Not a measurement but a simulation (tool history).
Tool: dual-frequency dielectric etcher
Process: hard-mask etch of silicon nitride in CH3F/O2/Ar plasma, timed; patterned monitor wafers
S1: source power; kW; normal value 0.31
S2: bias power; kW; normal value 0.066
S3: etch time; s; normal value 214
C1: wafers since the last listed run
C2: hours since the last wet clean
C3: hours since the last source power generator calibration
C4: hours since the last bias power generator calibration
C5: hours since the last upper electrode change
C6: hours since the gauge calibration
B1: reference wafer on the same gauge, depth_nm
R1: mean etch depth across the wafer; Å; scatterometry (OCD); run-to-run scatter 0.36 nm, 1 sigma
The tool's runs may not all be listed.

run,hour,S1,S2,S3,C1,C2,C3,C4,C5,C6,B1,R1
1,0,0.34,0.066,214,0,570.9,4585.6,1886.8,3827.9,29.6,127,1240
2,13.2,0.34,0.066,214,55,584.1,4598.8,1900,3841.1,42.8,127.2,1243
3,29.1,0.31,0.072,214,67,600,4614.7,1915.9,3857,58.7,127,1220
# hour 54: wet clean of the chamber
4,54.5,0.31,0.072,214,5,0.5,4640.1,1941.3,3882.4,84.1,127.1,1289
5,58.1,0.31,0.072,214,15,4.1,4643.7,1944.9,3886,87.7,127,1292
# hour 85.9: upper electrode replaced
# hour 86.4: bias power generator calibrated
6,86.9,0.31,0.066,214,18,32.9,4672.5,0.5,1,116.5,127.1,1257
7,87.2,0.31,0.066,214,1,33.2,4672.8,0.8,1.3,116.8,126.9,1251
8,92.1,0.31,0.066,191.5,20,38.1,4677.7,5.7,6.2,121.7,127,1120
# hour 100.5: gauge calibrated
# hour 101.1: source power generator calibrated
9,106,0.29,0.066,181.5,41,52,4.9,19.6,20.1,5.5,127.1,1025
10,119.7,0.31,0.071,156,58,65.7,18.6,33.3,33.8,19.2,127.2,935
11,135.6,0.36,0.076,234.5,67,81.6,34.5,49.2,49.7,35.1,127.1,1542
12,152.8,0.31,0.066,214,72,98.8,51.7,66.4,66.9,52.3,126.9,1239
13,170.4,0.38,0.066,214,74,116.4,69.3,84,84.5,69.9,127.1,1375
14,176.8,0.27,0.066,214,27,122.8,75.7,90.4,90.9,76.3,126.9,1155

Run by run, hidden condition taken away, random variation retained:
Hidden conditions of the tool in this case: etch rate over this chamber's usual, %; source power that arrives over what is set, %; bias power that arrives over what is set, %; gauge reads high (%).
run,R1
1,1301
2,1305
3,1283
4,1282
5,1286
6,1254
7,1248
8,1118
9,1025
10,936
11,1546
12,1244
13,1383
14,1163
